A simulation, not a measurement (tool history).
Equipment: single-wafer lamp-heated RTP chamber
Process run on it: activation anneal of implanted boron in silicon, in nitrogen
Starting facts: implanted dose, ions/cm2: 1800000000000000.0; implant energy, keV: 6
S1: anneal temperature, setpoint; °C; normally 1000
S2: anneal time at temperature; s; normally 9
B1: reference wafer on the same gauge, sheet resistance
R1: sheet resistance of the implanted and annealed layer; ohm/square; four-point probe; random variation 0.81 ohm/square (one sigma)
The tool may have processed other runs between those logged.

run 1 hour=0.0 | S1=1012 S2=8 | B1=164.06 | R1=131.19
-- hour=31.8 reflector plate cleaned
run 2 hour=57.8 | S1=1012 S2=8 | B1=164.15 | R1=130.53
-- hour=142.0 pyrometer window cleaned and pyrometer calibrated
run 3 hour=142.5 | S1=1000 S2=9 | B1=163.97 | R1=140.38
-- hour=185.5 gauge calibrated
run 4 hour=244.6 | S1=1000 S2=9 | B1=164.07 | R1=138.52
run 5 hour=282.2 | S1=1000 S2=9 | B1=163.73 | R1=138.62
run 6 hour=362.4 | S1=1000 S2=9 | B1=163.95 | R1=135.59
run 7 hour=416.2 | S1=1000 S2=9 | B1=163.63 | R1=137.31
run 8 hour=479.3 | S1=1000 S2=9 | B1=164.19 | R1=135.89
-- hour=492.5 pyrometer window cleaned and pyrometer calibrated
run 9 hour=550.6 | S1=1000 S2=9 | B1=163.72 | R1=132.12
run 10 hour=638.3 | S1=1000 S2=11 | B1=164.08 | R1=128.84
run 11 hour=736.5 | S1=987 S2=9 | B1=164.21 | R1=140.18
-- hour=764.3 pyrometer window cleaned and pyrometer calibrated, repeated, since the last time left the tool worse
run 12 hour=780.7 | S1=1000 S2=9 | B1=163.96 | R1=140.52
-- hour=799.5 reflector plate cleaned
run 13 hour=872.4 | S1=1022 S2=11 | B1=164.13 | R1=119.81
-- hour=904.1 gauge calibrated
run 14 hour=911.7 | S1=980 S2=7 | B1=164.06 | R1=155.39
run 15 hour=953.3 | S1=982 S2=9 | B1=164.17 | R1=149.17
run 16 hour=1069.5 | S1=973 S2=4 | B1=163.77 | R1=167.87

Estimate the outcome of run 17 from the log above:
-- hour=1124.2 pyrometer window cleaned and pyrometer calibrated
run 17 hour=1145.5 | S1=1026 S2=11 | B1=? | R1=?

{"run 17": {"B1": 163.69, "R1": 120.65}}
Without the tool's hidden state the same run would have given R1 121.58 ohm/square.

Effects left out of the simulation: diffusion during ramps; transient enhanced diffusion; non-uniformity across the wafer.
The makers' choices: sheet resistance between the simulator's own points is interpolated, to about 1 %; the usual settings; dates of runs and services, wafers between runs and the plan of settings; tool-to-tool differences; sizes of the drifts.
